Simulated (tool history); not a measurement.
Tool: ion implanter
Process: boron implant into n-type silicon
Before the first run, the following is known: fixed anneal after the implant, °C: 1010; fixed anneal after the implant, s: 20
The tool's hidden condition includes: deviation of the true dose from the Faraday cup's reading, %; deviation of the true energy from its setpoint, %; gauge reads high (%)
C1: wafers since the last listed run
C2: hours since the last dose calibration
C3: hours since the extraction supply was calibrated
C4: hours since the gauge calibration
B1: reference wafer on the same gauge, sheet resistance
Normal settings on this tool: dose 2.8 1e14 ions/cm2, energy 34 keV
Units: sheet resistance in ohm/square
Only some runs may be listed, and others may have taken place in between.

run 1 hour=0 | dose=2.8 energy=30 | C1=0 C2=2263.9 C3=1869.1 C4=104.2 | B1=275.97 | sheet_resistance=350.03
run 2 hour=30.1 | dose=3.35 energy=38.5 | C1=586 C2=2294 C3=1899.2 C4=134.3 | B1=276.11 | sheet_resistance=296.07
run 3 hour=56.4 | dose=3.35 energy=38.5 | C1=512 C2=2320.3 C3=1925.5 C4=160.6 | B1=276.06 | sheet_resistance=295.13
run 4 hour=91 | dose=2.8 energy=42 | C1=674 C2=2354.9 C3=1960.1 C4=195.2 | B1=276.11 | sheet_resistance=336.93
run 5 hour=105.3 | dose=2.8 energy=42 | C1=278 C2=2369.2 C3=1974.4 C4=209.5 | B1=276.03 | sheet_resistance=337.6
run 6 hour=147.5 | dose=2.8 energy=39 | C1=822 C2=2411.4 C3=2016.6 C4=251.7 | B1=276.03 | sheet_resistance=339.48
run 7 hour=161.5 | dose=2.8 energy=34 | C1=272 C2=2425.4 C3=2030.6 C4=265.7 | B1=275.8 | sheet_resistance=345.97
run 8 hour=186.4 | dose=2.8 energy=34 | C1=485 C2=2450.3 C3=2055.5 C4=290.6 | B1=276.01 | sheet_resistance=345.24
-- hour=195.5 gauge calibrated
run 9 hour=213.9 | dose=2.8 energy=34 | C1=536 C2=2477.8 C3=2083 C4=18.4 | B1=276.2 | sheet_resistance=345.99
-- hour=259.7 Faraday cup replaced and dose calibrated
run 10 hour=260.2 | dose=2.8 energy=34 | C1=746 C2=0.5 C3=2129.3 C4=64.7 | B1=276.09 | sheet_resistance=331.98
-- hour=281.6 extraction supply calibrated
run 11 hour=282.1 | dose=2.8 energy=34 | C1=271 C2=22.4 C3=0.5 C4=86.6 | B1=276.15 | sheet_resistance=333.18
run 12 hour=295.7 | dose=2.8 energy=34 | C1=265 C2=36 C3=14.1 C4=100.2 | B1=276.05 | sheet_resistance=332.74
run 13 hour=311 | dose=2.48 energy=38.5 | C1=298 C2=51.3 C3=29.4 C4=115.5 | B1=275.97 | sheet_resistance=360.94
run 14 hour=327.6 | dose=2.37 energy=34 | C1=323 C2=67.9 C3=46 C4=132.1 | B1=276.12 | sheet_resistance=379.97
run 15 hour=361.2 | dose=2.48 energy=27 | C1=655 C2=101.5 C3=79.6 C4=165.7 | B1=276.02 | sheet_resistance=377.52
run 16 hour=382.3 | dose=3.16 energy=34 | C1=411 C2=122.6 C3=100.7 C4=186.8 | B1=275.98 | sheet_resistance=304.39
run 17 hour=416.1 | dose=3.53 energy=24 | C1=659 C2=156.4 C3=134.5 C4=220.6 | B1=276.2 | sheet_resistance=289.52
run 18 hour=440.1 | dose=3.55 energy=26 | C1=467 C2=180.4 C3=158.5 C4=244.6 | B1=276 | sheet_resistance=285.65
run 19 hour=466.4 | dose=2.35 energy=41.5 | C1=512 C2=206.7 C3=184.8 C4=270.9 | B1=275.98 | sheet_resistance=375.31
run 20 hour=478.4 | dose=2.8 energy=34 | C1=233 C2=218.7 C3=196.8 C4=282.9 | B1=275.97 | sheet_resistance=335.95
run 21 hour=501.3 | dose=2.8 energy=29.5 | C1=446 C2=241.6 C3=219.7 C4=305.8 | B1=276.01 | sheet_resistance=341.35
run 22 hour=536.7 | dose=3.22 energy=30 | C1=690 C2=277 C3=255.1 C4=341.2 | B1=276.2 | sheet_resistance=306.27
run 23 hour=561.4 | dose=2.8 energy=34 | C1=481 C2=301.7 C3=279.8 C4=365.9 | B1=276.11 | sheet_resistance=337.74
-- hour=565 gauge calibrated
run 24 hour=580.6 | dose=2.08 energy=30.5 | C1=374 C2=320.9 C3=299 C4=15.6 | B1=275.93 | sheet_resistance=431.55
run 25 hour=616.3 | dose=2.45 energy=37.5 | C1=696 C2=356.6 C3=334.7 C4=51.3 | B1=275.92 | sheet_resistance=371.08

Alternative continuations, all from the tool just after run 25; predict every row:
run A hour=616.7 | dose=2.8 energy=39.5 | C1=7 C2=357 C3=335.1 C4=51.7 | B1=? | sheet_resistance=?
run B hour=616.7 | dose=3.59 energy=34 | C1=7 C2=357 C3=335.1 C4=51.7 | B1=? | sheet_resistance=?
run C hour=616.7 | dose=3.49 energy=45 | C1=7 C2=357 C3=335.1 C4=51.7 | B1=? | sheet_resistance=?

run=A B1=276.05 sheet_resistance=332.05
run=B B1=276.05 sheet_resistance=277.45
run=C B1=276.05 sheet_resistance=275.27
Had the tool no hidden state, the same runs would have come out as:
run=A sheet_resistance=326.48
run=B sheet_resistance=272.65
run=C sheet_resistance=270.56

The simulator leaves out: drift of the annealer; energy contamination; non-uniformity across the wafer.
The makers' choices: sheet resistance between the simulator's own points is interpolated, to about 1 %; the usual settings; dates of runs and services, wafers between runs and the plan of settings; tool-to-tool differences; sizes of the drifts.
